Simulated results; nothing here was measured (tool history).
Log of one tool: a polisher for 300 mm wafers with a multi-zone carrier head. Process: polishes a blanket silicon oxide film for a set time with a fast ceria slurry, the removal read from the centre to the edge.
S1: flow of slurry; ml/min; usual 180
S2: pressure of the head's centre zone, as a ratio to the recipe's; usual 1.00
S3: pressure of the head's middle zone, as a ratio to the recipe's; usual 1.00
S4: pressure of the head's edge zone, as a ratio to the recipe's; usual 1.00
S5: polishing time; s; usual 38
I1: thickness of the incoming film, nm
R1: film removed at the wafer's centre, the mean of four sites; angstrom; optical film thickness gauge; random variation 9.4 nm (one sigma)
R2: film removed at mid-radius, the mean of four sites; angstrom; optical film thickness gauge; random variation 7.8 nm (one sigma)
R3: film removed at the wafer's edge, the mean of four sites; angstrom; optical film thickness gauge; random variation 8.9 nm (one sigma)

Run 1, day 0.000: usual settings; I1 3453.0. Result: R1 5335 angstrom, R2 5129 angstrom, R3 5483 angstrom.
At day 1.358: worn pad replaced by a new one.
Run 2, day 1.379: usual settings; I1 3472.0. Result: R1 5715 angstrom, R2 5763 angstrom, R3 6178 angstrom.
Run 3, day 2.400: usual settings but S1 210 ml/min; I1 3398.6. Result: R1 5835 angstrom, R2 5727 angstrom, R3 6165 angstrom.
Run 4, day 3.508: usual settings but S2 1.07; I1 3458.3. Result: R1 5771 angstrom, R2 5496 angstrom, R3 5706 angstrom.
Run 5, day 4.258: usual settings but S1 150 ml/min, S2 1.08, S4 0.89; I1 3408.9. Result: R1 5356 angstrom, R2 5003 angstrom, R3 5157 angstrom.
Run 6, day 5.062: usual settings but S2 1.09; I1 3371.8. Result: R1 5581 angstrom, R2 5184 angstrom, R3 5588 angstrom.
Run 7, day 5.675: usual settings but S1 245 ml/min, S2 1.10, S3 1.06, S5 45 s; I1 3505.2. Result: R1 7243 angstrom, R2 6903 angstrom, R3 6896 angstrom.
At day 6.483: carrier head's membrane replaced by a new one.
Run 8, day 6.504: usual settings but S3 1.04, S5 31 s; I1 3369.6. Result: R1 4266 angstrom, R2 4271 angstrom, R3 4484 angstrom.
Run 9, day 7.004: usual settings but S2 0.89, S3 0.90; I1 3434.2. Result: R1 4743 angstrom, R2 4627 angstrom, R3 5357 angstrom.
At day 8.050: centre zone pressure recalibrated.
At day 9.875: edge zone pressure recalibrated.
At day 10.042: worn pad replaced by a new one.
At day 10.312: slurry nozzle cleaned.
Run 10, day 11.258: usual settings; I1 3442.1. Result: R1 5923 angstrom, R2 5796 angstrom, R3 6095 angstrom.
Run 11, day 12.246: usual settings but S1 150 ml/min, S5 29 s; I1 3416.9. Result: R1 4202 angstrom, R2 4099 angstrom, R3 4391 angstrom.
Run 12, day 13.275: usual settings; I1 3449.5. Result: R1 5476 angstrom, R2 5387 angstrom, R3 5806 angstrom.
Run 13, day 14.767: usual settings but S2 1.08, S3 1.09; I1 3425.9. Result: R1 5642 angstrom, R2 5641 angstrom, R3 5670 angstrom.
Run 14, day 15.662: usual settings but S5 31 s; I1 3446.3. Result: R1 4259 angstrom, R2 4252 angstrom, R3 4519 angstrom.
Run 15, day 18.967: usual settings but S3 1.09, S5 44 s; I1 3439.0. Result: R1 5777 angstrom, R2 6024 angstrom, R3 6091 angstrom.
At day 19.150: worn pad replaced by a new one.
Run 16, day 19.725: usual settings but S2 0.94; I1 3357.3. Result: R1 5253 angstrom, R2 5428 angstrom, R3 5996 angstrom.
Run 17, day 20.408: usual settings; I1 3427.0. Result: R1 5408 angstrom, R2 5341 angstrom, R3 5761 angstrom.
Run 18, day 22.696: usual settings but S2 0.95; I1 3420.9. Result: R1 4913 angstrom, R2 5095 angstrom, R3 5476 angstrom.
At day 27.225: worn pad replaced by a new one.
Run 19, day 27.246: usual settings but S1 160 ml/min, S2 0.96, S5 30 s; I1 3415.8. Result: R1 4046 angstrom, R2 4026 angstrom, R3 4365 angstrom.
At day 28.375: slurry nozzle cleaned.
Run 20, day 28.538: usual settings but S5 28 s; I1 3420.8. Result: R1 4669 angstrom, R2 4369 angstrom, R3 4646 angstrom.
Run 21, day 29.221: usual settings but S4 1.11; I1 3400.0. Result: R1 6244 angstrom, R2 5866 angstrom, R3 6395 angstrom.
Run 22, day 30.404: usual settings but S4 0.91; I1 3393.6. Result: R1 5957 angstrom, R2 5715 angstrom, R3 5777 angstrom.

What the log doesn't show, run by run:
deviation of the centre zone's pressure from its setpoint, %: 0 in every run
deviation of the edge zone's pressure from its setpoint, %: 0 in every run
H1: removal rate lost through wear of the pad, %
H2: slurry flow missing at the pad, %
run     H1    H2
  1   12.3  34.3
  2  0.294  36.7
  3   3.79  38.1
  4    6.5  39.3
  5   7.85    40
  6   8.98  40.7
  7   9.67  41.1
  8   10.4  41.7
  9   10.8  41.9
 10   5.97  16.2
 11   8.29  21.8
 12     10  26.6
 13   11.7  32.2
 14   12.4  34.9
 15   13.8  41.6
 16   2.66  42.7
 17   4.72  43.5
 18   9.11  45.6
 19   1.02  47.8
 20   5.27  4.12
 21    6.9  8.75
 22      9  15.5
